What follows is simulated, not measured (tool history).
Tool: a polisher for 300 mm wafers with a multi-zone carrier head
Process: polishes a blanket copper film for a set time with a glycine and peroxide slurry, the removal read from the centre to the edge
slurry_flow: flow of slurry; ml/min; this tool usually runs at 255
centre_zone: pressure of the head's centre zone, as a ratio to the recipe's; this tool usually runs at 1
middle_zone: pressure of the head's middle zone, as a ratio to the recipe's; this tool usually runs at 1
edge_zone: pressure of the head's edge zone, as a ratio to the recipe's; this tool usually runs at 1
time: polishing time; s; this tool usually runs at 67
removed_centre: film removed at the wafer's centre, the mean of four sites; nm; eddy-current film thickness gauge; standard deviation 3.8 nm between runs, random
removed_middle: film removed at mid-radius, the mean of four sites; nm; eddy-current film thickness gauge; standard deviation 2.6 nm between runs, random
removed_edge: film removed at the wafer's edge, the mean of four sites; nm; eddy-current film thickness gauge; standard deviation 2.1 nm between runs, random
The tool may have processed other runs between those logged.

run	day	slurry_flow	centre_zone	middle_zone	edge_zone	time	wafers since the last listed run	wafers polished on this pad	hours since the slurry nozzle was cleaned	hours since the centre zone pressure was calibrated	hours since the edge zone pressure was calibrated	hours since the carrier head's membrane was replaced	incoming thickness of the incoming film, nm	removed_centre	removed_middle	removed_edge
1	0	255	1	1	0.94	67	0	416	822.2	131.3	553.6	763.3	956.8	259.6	252.9	242.6
2	0.962	255	1	1	0.94	67	129	546	845.3	154.4	576.7	786.4	951.9	256.3	247.1	238.2
3	1.621	255	1	1	1	67	88	634	861.1	170.2	592.5	802.2	942.1	253.2	248.9	242.6
4	2.621	255	1	1	1	67	134	769	885.1	194.2	616.5	826.2	960.7	256.8	244.9	235.4
5	3.633	325	1	1	1	67	136	905	909.4	218.5	640.8	850.5	953.7	260.9	249.9	245.4
6	4.971	255	1	1	1	67	180	1085	941.5	250.6	672.9	882.6	968.8	241.9	245.2	237.5
# day 5.346: slurry nozzle cleaned
7	5.762	255	1	1	1	67	100	1186	10	269.6	691.9	901.6	945.6	249.1	244.8	234.2
8	7.083	325	1	1	1	67	177	1364	41.7	301.3	723.6	933.3	946.7	251.6	247.4	241.9
# day 7.342: edge zone pressure recalibrated
# day 8.179: worn pad replaced by a new one
9	8.279	205	1	1	0.91	59	127	13	70.4	330	22.5	962	958	233.4	234.8	220.2
10	9.658	170	1	1	1	67	185	199	103.5	363.1	55.6	995.1	941.7	244.2	247.8	248
11	10.579	190	1	1	1	50	123	323	125.6	385.2	77.7	1017.2	955.2	186	185.7	182
# day 11.633: carrier head's membrane replaced by a new one
12	11.762	345	1	1	1.11	89	131	454	154	413.6	106.1	3.1	943.4	358.1	346.8	353.4
13	12.938	255	1.06	1	1	67	158	612	182.2	441.8	134.3	31.3	963.8	270.9	250.6	239.7
14	13.871	255	1	0.93	0.9	67	125	738	204.6	464.2	156.7	53.7	945.1	248.2	238.4	234.1
15	14.65	255	1.07	1	1	67	104	842	223.3	482.9	175.4	72.4	961.6	263.1	245.3	239.1
16	15.229	255	1	1	1	67	77	920	237.2	496.8	189.3	86.3	948.2	247.2	245.2	237.7
17	16.162	255	0.96	1	1	67	125	1046	259.6	519.2	211.7	108.7	963.9	231.5	246.4	235.6
18	16.871	255	1	1	1.08	67	95	1141	276.6	536.2	228.7	125.7	946.5	245.4	245.7	247.1
19	18.05	215	1	1	1	67	158	1300	304.9	564.5	257	154	955.2	230.5	235.3	233.2
# day 19.346: worn pad replaced by a new one
20	19.542	255	0.94	1	1	67	178	26	340.7	600.3	292.8	189.8	953	249.4	271.4	261.8
21	20.233	325	1	1	1	85	93	119	357.3	616.9	309.4	206.4	952	341.9	346.5	337.9
22	20.983	255	0.97	1	1	67	100	220	375.3	634.9	327.4	224.4	952.1	247.7	261.8	256.1

Subtracting, for every run, the result it would have given without the tool's unlogged condition from the measured result gives the following. The same run-to-run variation enters both numbers; the gauge's scatter may not:
Unlogged tool condition in this case: removal rate lost through wear of the pad, %; slurry flow missing at the pad, %; deviation of the centre zone's pressure from its setpoint, %; deviation of the edge zone's pressure from its setpoint, %.
run	removed_centre	removed_middle	removed_edge
1	-17.7	-23.1	-22.2
2	-21.4	-26.4	-25.4
3	-23.4	-28.6	-27.9
4	-26.5	-30.7	-29.5
5	-29.1	-33.3	-32.6
6	-29.2	-34.5	-33.4
7	-31.2	-35.3	-33.8
8	-33	-36.7	-35.9
9	+0.9	-2.2	-2.1
10	-9.8	-12.9	-12.8
11	-11.8	-13.7	-13.4
12	-31	-32.8	-33.5
13	-28.3	-27.7	-26.5
14	-28.8	-28.6	-28.1
15	-32.7	-31	-30.2
16	-32	-31.9	-30.9
17	-31.7	-33.3	-31.8
18	-34.8	-33.9	-34.2
19	-34.4	-33.5	-33.1
20	-7.7	-5.6	-5.4
21	-19.1	-15	-14.6
22	-19.7	-16.8	-16.5
